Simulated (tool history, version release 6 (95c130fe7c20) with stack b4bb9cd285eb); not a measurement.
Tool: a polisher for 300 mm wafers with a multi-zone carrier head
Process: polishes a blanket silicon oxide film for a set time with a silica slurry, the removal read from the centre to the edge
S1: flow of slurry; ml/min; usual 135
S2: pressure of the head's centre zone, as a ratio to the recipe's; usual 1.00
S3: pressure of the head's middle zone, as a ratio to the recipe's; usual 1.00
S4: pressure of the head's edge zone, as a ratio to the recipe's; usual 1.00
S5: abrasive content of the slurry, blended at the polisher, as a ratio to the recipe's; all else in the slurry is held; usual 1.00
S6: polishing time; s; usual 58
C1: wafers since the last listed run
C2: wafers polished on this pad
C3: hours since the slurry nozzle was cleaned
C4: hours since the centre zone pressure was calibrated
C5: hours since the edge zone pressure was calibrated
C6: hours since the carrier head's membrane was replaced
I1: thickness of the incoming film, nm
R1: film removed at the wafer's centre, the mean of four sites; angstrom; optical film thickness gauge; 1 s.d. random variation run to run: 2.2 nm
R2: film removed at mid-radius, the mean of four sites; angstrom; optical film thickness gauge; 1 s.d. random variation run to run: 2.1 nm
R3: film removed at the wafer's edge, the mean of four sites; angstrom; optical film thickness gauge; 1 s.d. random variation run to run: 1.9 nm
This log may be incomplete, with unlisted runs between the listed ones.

run 1 hour=0.0 | S1=180 S2=1.00 S3=1.00 S4=0.91 S5=1.00 S6=58 | C1=0 C2=1281 C3=619.0 C4=81.2 C5=302.3 C6=179.4 | I1=831.5 | R1=1934 R2=2000 R3=1862
run 2 hour=31.2 | S1=120 S2=1.00 S3=1.00 S4=1.00 S5=1.00 S6=45 | C1=221 C2=1503 C3=650.2 C4=112.4 C5=333.5 C6=210.6 | I1=826.2 | R1=1449 R2=1470 R3=1466
run 3 hour=56.1 | S1=135 S2=1.00 S3=1.00 S4=1.00 S5=1.00 S6=58 | C1=176 C2=1679 C3=675.1 C4=137.3 C5=358.4 C6=235.5 | I1=823.8 | R1=1923 R2=1944 R3=1885
run 4 hour=76.6 | S1=135 S2=1.00 S3=0.92 S4=0.96 S5=1.15 S6=48 | C1=145 C2=1825 C3=695.6 C4=157.8 C5=378.9 C6=256.0 | I1=804.4 | R1=1723 R2=1602 R3=1696
run 5 hour=89.6 | S1=135 S2=0.88 S3=1.00 S4=1.00 S5=1.00 S6=58 | C1=92 C2=1917 C3=708.6 C4=170.8 C5=391.9 C6=269.0 | I1=819.3 | R1=1660 R2=1886 R3=1917
-- hour=97.9 worn pad replaced by a new one
run 6 hour=119.7 | S1=135 S2=1.00 S3=1.00 S4=1.00 S5=1.00 S6=58 | C1=185 C2=154 C3=738.7 C4=200.9 C5=422.0 C6=299.1 | I1=815.4 | R1=1848 R2=1967 R3=1891
run 7 hour=148.7 | S1=135 S2=1.00 S3=1.00 S4=1.00 S5=0.90 S6=46 | C1=205 C2=360 C3=767.7 C4=229.9 C5=451.0 C6=328.1 | I1=812.3 | R1=1374 R2=1431 R3=1376
run 8 hour=180.3 | S1=135 S2=1.00 S3=1.04 S4=1.00 S5=1.00 S6=58 | C1=224 C2=584 C3=799.3 C4=261.5 C5=482.6 C6=359.7 | I1=825.7 | R1=1926 R2=2010 R3=1885
run 9 hour=210.5 | S1=135 S2=1.00 S3=1.00 S4=1.00 S5=1.00 S6=58 | C1=214 C2=799 C3=829.5 C4=291.7 C5=512.8 C6=389.9 | I1=820.8 | R1=1912 R2=1962 R3=1907
-- hour=228.7 slurry nozzle cleaned
run 10 hour=234.0 | S1=135 S2=1.00 S3=1.00 S4=1.05 S5=1.20 S6=58 | C1=159 C2=958 C3=5.3 C4=315.2 C5=536.3 C6=413.4 | I1=830.3 | R1=2095 R2=2172 R3=2194
run 11 hour=257.6 | S1=170 S2=1.00 S3=1.09 S4=1.00 S5=1.00 S6=49 | C1=167 C2=1126 C3=28.9 C4=338.8 C5=559.9 C6=437.0 | I1=827.0 | R1=1626 R2=1825 R3=1636
run 12 hour=282.3 | S1=135 S2=1.00 S3=1.00 S4=1.00 S5=1.00 S6=58 | C1=175 C2=1301 C3=53.6 C4=363.5 C5=584.6 C6=461.7 | I1=821.8 | R1=1921 R2=1900 R3=1866
run 13 hour=302.9 | S1=135 S2=1.00 S3=0.91 S4=1.00 S5=1.00 S6=58 | C1=146 C2=1448 C3=74.2 C4=384.1 C5=605.2 C6=482.3 | I1=826.0 | R1=1903 R2=1776 R3=1919
run 14 hour=334.9 | S1=150 S2=0.89 S3=1.00 S4=1.00 S5=1.00 S6=72 | C1=227 C2=1675 C3=106.2 C4=416.1 C5=637.2 C6=514.3 | I1=806.7 | R1=2155 R2=2383 R3=2353
run 15 hour=366.7 | S1=135 S2=1.00 S3=1.00 S4=1.00 S5=1.00 S6=58 | C1=225 C2=1901 C3=138.0 C4=447.9 C5=669.0 C6=546.1 | I1=831.0 | R1=1914 R2=1960 R3=1916
-- hour=379.8 worn pad replaced by a new one
run 16 hour=399.5 | S1=135 S2=1.00 S3=1.00 S4=1.00 S5=1.00 S6=58 | C1=204 C2=139 C3=170.8 C4=480.7 C5=701.8 C6=578.9 | I1=824.4 | R1=1942 R2=1958 R3=1870
run 17 hour=412.3 | S1=135 S2=1.00 S3=0.96 S4=1.00 S5=1.00 S6=58 | C1=90 C2=230 C3=183.6 C4=493.5 C5=714.6 C6=591.7 | I1=818.1 | R1=1881 R2=1859 R3=1905
-- hour=427.3 carrier head's membrane replaced by a new one
run 18 hour=437.6 | S1=135 S2=1.00 S3=1.00 S4=0.93 S5=1.20 S6=58 | C1=144 C2=374 C3=208.9 C4=518.8 C5=739.9 C6=10.3 | I1=815.5 | R1=2166 R2=2170 R3=2071
run 19 hour=464.1 | S1=145 S2=1.00 S3=1.00 S4=0.89 S5=1.00 S6=58 | C1=188 C2=562 C3=235.4 C4=545.3 C5=766.4 C6=36.8 | I1=819.9 | R1=1963 R2=1911 R3=1829
run 20 hour=490.4 | S1=135 S2=1.00 S3=1.00 S4=1.00 S5=1.00 S6=58 | C1=186 C2=749 C3=261.7 C4=571.6 C5=792.7 C6=63.1 | I1=818.0 | R1=1958 R2=1868 R3=1885
run 21 hour=514.9 | S1=180 S2=1.11 S3=1.00 S4=1.08 S5=1.00 S6=58 | C1=173 C2=923 C3=286.2 C4=596.1 C5=817.2 C6=87.6 | I1=828.2 | R1=2289 R2=2017 R3=2017
run 22 hour=540.0 | S1=135 S2=1.00 S3=1.00 S4=0.94 S5=1.25 S6=52 | C1=178 C2=1101 C3=311.3 C4=621.2 C5=842.3 C6=112.7 | I1=823.1 | R1=2011 R2=1931 R3=1927

4 options for the next run, each taken on its own from the tool as it stands now. Forecast them:
run A hour=540.4 | S1=135 S2=1.00 S3=1.00 S4=1.00 S5=1.00 S6=58 | C1=2 C2=1104 C3=311.7 C4=621.6 C5=842.7 C6=113.1 | I1=826.5 | R1=? R2=? R3=?
run B hour=540.4 | S1=135 S2=1.10 S3=1.00 S4=0.89 S5=0.90 S6=73 | C1=2 C2=1104 C3=311.7 C4=621.6 C5=842.7 C6=113.1 | I1=826.5 | R1=? R2=? R3=?
run C hour=540.4 | S1=135 S2=0.91 S3=1.00 S4=1.00 S5=0.75 S6=58 | C1=2 C2=1104 C3=311.7 C4=621.6 C5=842.7 C6=113.1 | I1=826.5 | R1=? R2=? R3=?
run D hour=540.4 | S1=135 S2=1.00 S3=0.95 S4=0.97 S5=1.00 S6=66 | C1=2 C2=1104 C3=311.7 C4=621.6 C5=842.7 C6=113.1 | I1=826.5 | R1=? R2=? R3=?

run=A R1=1952 R2=1908 R3=1912
run=B R1=2502 R2=2222 R3=2109
run=C R1=1394 R2=1499 R3=1502
run=D R1=2220 R2=2079 R3=2145
The same runs, with their run-to-run variation unchanged, on a tool lacking any hidden condition would have given:
run=A R1=1896 R2=1908 R3=1912
run=B R1=2431 R2=2222 R3=2109
run=C R1=1354 R2=1499 R3=1502
run=D R1=2156 R2=2080 R3=2145
